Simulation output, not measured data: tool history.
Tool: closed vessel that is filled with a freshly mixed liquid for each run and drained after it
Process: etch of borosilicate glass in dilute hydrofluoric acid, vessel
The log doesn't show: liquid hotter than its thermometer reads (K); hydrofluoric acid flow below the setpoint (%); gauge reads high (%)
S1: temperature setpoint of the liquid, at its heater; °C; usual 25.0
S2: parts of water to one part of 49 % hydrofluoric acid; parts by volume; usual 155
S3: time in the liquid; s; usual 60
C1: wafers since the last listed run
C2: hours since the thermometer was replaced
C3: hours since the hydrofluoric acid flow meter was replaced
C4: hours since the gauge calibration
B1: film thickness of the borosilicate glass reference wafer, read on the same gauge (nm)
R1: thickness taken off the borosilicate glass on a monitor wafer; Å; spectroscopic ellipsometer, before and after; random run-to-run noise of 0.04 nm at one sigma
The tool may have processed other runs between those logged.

run    hour    S1   S2  S3     C1      C2      C3      C4     B1     R1
  1     0.0  23.0  155  60      0   395.3   226.8  1996.0  50.02   95.4
  2    47.0  26.5  155  60   6854   442.3   273.8  2043.0  49.95  108.5
  3   148.9  26.5  155  60  14861   544.2   375.7  2144.9  50.00  108.5
  4   247.0  25.0  155  60  14307   642.3   473.8  2243.0  50.03  102.0
  5   310.9  25.0  155  60   9319   706.2   537.7  2306.9  50.01  101.7
  6   406.0  25.0  155  60  13869   801.3   632.8  2402.0  49.98  101.5
  7   503.5  25.0  155  60  14219   898.8   730.3  2499.5  49.99  101.2
  8   542.6  25.0  155  60   5702   937.9   769.4  2538.6  49.99  101.3
  9   585.9  25.0  155  60   6315   981.2   812.7  2581.9  49.98  100.7
 10   653.2  25.0  155  40   9815  1048.5   880.0  2649.2  49.99   66.9
 11   759.3  25.0  155  40  15474  1154.6   986.1  2755.3  49.97   67.1
 12   803.8  25.0  155  60   6490  1199.1  1030.6  2799.8  50.01   99.7
 13   848.0  25.0  155  60   6446  1243.3  1074.8  2844.0  50.02   99.6
 14   909.1  25.0  155  60   8911  1304.4  1135.9  2905.1  49.99   98.9
 15   981.5  25.0  155  60  10559  1376.8  1208.3  2977.5  49.99   99.6
 16  1075.6  25.0  155  60  13724  1470.9  1302.4  3071.6  49.98   98.8
 17  1124.6  27.5  105  45   7146  1519.9  1351.4  3120.6  50.00  128.8
     1202.5  -- hydrofluoric acid flow meter replaced
     1211.6  -- gauge calibrated
 18  1212.0  25.0  155  60  12601  1607.3     9.5     0.4  50.00   94.1
 19  1284.0  25.0  155  60  10500  1679.3    81.5    72.4  50.02   93.5
 20  1387.0  25.0   85  60  15022  1782.3   184.5   175.4  50.02  186.7
 21  1537.5  22.0  100  85  21949  1932.8   335.0   325.9  50.02  195.1
 22  1638.4  25.0  155  80  14715  2033.7   435.9   426.8  49.99  123.4
 23  1693.4  25.0  155  60   8021  2088.7   490.9   481.8  50.01   91.7
 24  1736.3  25.0  195  30   6256  2131.6   533.8   524.7  50.01   35.0
 25  1797.2  25.0  155  60   8882  2192.5   594.7   585.6  50.00   91.7
 26  1856.2  25.0  210  60   8604  2251.5   653.7   644.6  50.02   63.2
 27  1894.0  30.0   85  75   5512  2289.3   691.5   682.4  50.02  279.6
 28  1940.9  25.0  130  35   6840  2336.2   738.4   729.3  50.02   65.6
     1953.1  -- hydrofluoric acid flow meter replaced, repeated, since the last time left the tool worse
     1954.6  -- thermometer replaced
 29  2245.9  25.0  155  60  44191   291.3   292.8  1034.3  50.01  102.9
 30  2465.1  27.0  115  30  31969   510.5   512.0  1253.5  50.01   78.3
 31  2726.8  25.0  155  60  38167   772.2   773.7  1515.2  50.02  101.5
 32  2825.4  27.5   95  75  14380   870.8   872.3  1613.8  50.02  244.9
 33  2882.0  25.0  155  60   8254   927.4   928.9  1670.4  50.03  100.3
 34  3136.6  21.5  155  60  37132  1182.0  1183.5  1925.0  50.03   87.2

Hidden state or all else? Some run-to-run changes of R1, split into what the settings, what came in and random variation would give without the hidden state, and what is left for the hidden state (with any gauge scatter that isn't in both results):
Run 19 -> 20: S2 155 -> 85. R1 +93.2 Å: hidden state -10.0, all else +103.2.
Run 26 -> 27: S1 25.0 -> 30.0, S2 210 -> 85, S3 60 -> 75. R1 +216.4 Å: hidden state -28.2, all else +244.6.
Run 27 -> 28: S1 30.0 -> 25.0, S2 85 -> 130, S3 75 -> 35. R1 -214.0 Å: hidden state +28.2, all else -242.2.
Run 32 -> 33: S1 27.5 -> 25.0, S2 95 -> 155, S3 75 -> 60. R1 -144.6 Å: hidden state +4.4, all else -149.0.
